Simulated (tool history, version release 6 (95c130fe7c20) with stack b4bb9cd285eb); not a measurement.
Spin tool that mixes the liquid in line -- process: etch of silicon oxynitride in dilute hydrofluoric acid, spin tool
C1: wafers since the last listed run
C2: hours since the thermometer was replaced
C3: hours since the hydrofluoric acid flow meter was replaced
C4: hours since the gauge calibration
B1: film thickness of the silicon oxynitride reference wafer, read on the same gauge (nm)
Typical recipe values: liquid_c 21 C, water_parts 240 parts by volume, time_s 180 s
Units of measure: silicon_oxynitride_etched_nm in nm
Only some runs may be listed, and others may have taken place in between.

run 1 hour=0 | liquid_c=21 water_parts=240 time_s=180 | C1=0 C2=2908.3 C3=1122.6 C4=104.8 | B1=150.042 | silicon_oxynitride_etched_nm=1.571
run 2 hour=19.8 | liquid_c=21 water_parts=240 time_s=180 | C1=140 C2=2928.1 C3=1142.4 C4=124.6 | B1=149.987 | silicon_oxynitride_etched_nm=1.578
run 3 hour=36.4 | liquid_c=22.5 water_parts=240 time_s=180 | C1=117 C2=2944.7 C3=1159 C4=141.2 | B1=150.042 | silicon_oxynitride_etched_nm=1.697
run 4 hour=62 | liquid_c=22.5 water_parts=240 time_s=180 | C1=181 C2=2970.3 C3=1184.6 C4=166.8 | B1=149.989 | silicon_oxynitride_etched_nm=1.702
run 5 hour=82.5 | liquid_c=21 water_parts=240 time_s=180 | C1=145 C2=2990.8 C3=1205.1 C4=187.3 | B1=150.042 | silicon_oxynitride_etched_nm=1.529
run 6 hour=112.7 | liquid_c=21 water_parts=240 time_s=180 | C1=214 C2=3021 C3=1235.3 C4=217.5 | B1=149.994 | silicon_oxynitride_etched_nm=1.58
run 7 hour=127.5 | liquid_c=21 water_parts=240 time_s=180 | C1=105 C2=3035.8 C3=1250.1 C4=232.3 | B1=149.99 | silicon_oxynitride_etched_nm=1.608
run 8 hour=147.1 | liquid_c=17.5 water_parts=330 time_s=240 | C1=139 C2=3055.4 C3=1269.7 C4=251.9 | B1=150.044 | silicon_oxynitride_etched_nm=1.266
run 9 hour=161.4 | liquid_c=22.5 water_parts=240 time_s=180 | C1=101 C2=3069.7 C3=1284 C4=266.2 | B1=149.962 | silicon_oxynitride_etched_nm=1.704
-- hour=175 thermometer replaced
run 10 hour=183.5 | liquid_c=21 water_parts=185 time_s=100 | C1=149 C2=8.5 C3=1306.1 C4=288.3 | B1=150.058 | silicon_oxynitride_etched_nm=1.188
-- hour=201.4 hydrofluoric acid flow meter replaced
run 11 hour=219.5 | liquid_c=23.5 water_parts=335 time_s=180 | C1=248 C2=44.5 C3=18.1 C4=324.3 | B1=150 | silicon_oxynitride_etched_nm=1.217
-- hour=268 gauge calibrated
run 12 hour=270.5 | liquid_c=23.5 water_parts=240 time_s=230 | C1=361 C2=95.5 C3=69.1 C4=2.5 | B1=149.962 | silicon_oxynitride_etched_nm=2.283
run 13 hour=294.8 | liquid_c=23.5 water_parts=240 time_s=180 | C1=172 C2=119.8 C3=93.4 C4=26.8 | B1=150.012 | silicon_oxynitride_etched_nm=1.759
run 14 hour=318.1 | liquid_c=22.5 water_parts=240 time_s=180 | C1=165 C2=143.1 C3=116.7 C4=50.1 | B1=150.003 | silicon_oxynitride_etched_nm=1.702
run 15 hour=336.6 | liquid_c=21 water_parts=240 time_s=180 | C1=131 C2=161.6 C3=135.2 C4=68.6 | B1=149.99 | silicon_oxynitride_etched_nm=1.576

Below are 4 alternative next runs, each starting from the tool's condition after run 15. Predict each:
run A hour=337.1 | liquid_c=21 water_parts=240 time_s=180 | C1=3 C2=162.1 C3=135.7 C4=69.1 | B1=? | silicon_oxynitride_etched_nm=?
run B hour=337.1 | liquid_c=19.5 water_parts=285 time_s=280 | C1=3 C2=162.1 C3=135.7 C4=69.1 | B1=? | silicon_oxynitride_etched_nm=?
run C hour=337.1 | liquid_c=24 water_parts=170 time_s=100 | C1=3 C2=162.1 C3=135.7 C4=69.1 | B1=? | silicon_oxynitride_etched_nm=?
run D hour=337.1 | liquid_c=17 water_parts=340 time_s=180 | C1=3 C2=162.1 C3=135.7 C4=69.1 | B1=? | silicon_oxynitride_etched_nm=?

run=A B1=150.01 silicon_oxynitride_etched_nm=1.581
run=B B1=150.01 silicon_oxynitride_etched_nm=1.882
run=C B1=150.01 silicon_oxynitride_etched_nm=1.492
run=D B1=150.01 silicon_oxynitride_etched_nm=0.879
With no hidden state in the tool, these same runs would have given:
run=A silicon_oxynitride_etched_nm=1.581
run=B silicon_oxynitride_etched_nm=1.882
run=C silicon_oxynitride_etched_nm=1.492
run=D silicon_oxynitride_etched_nm=0.879
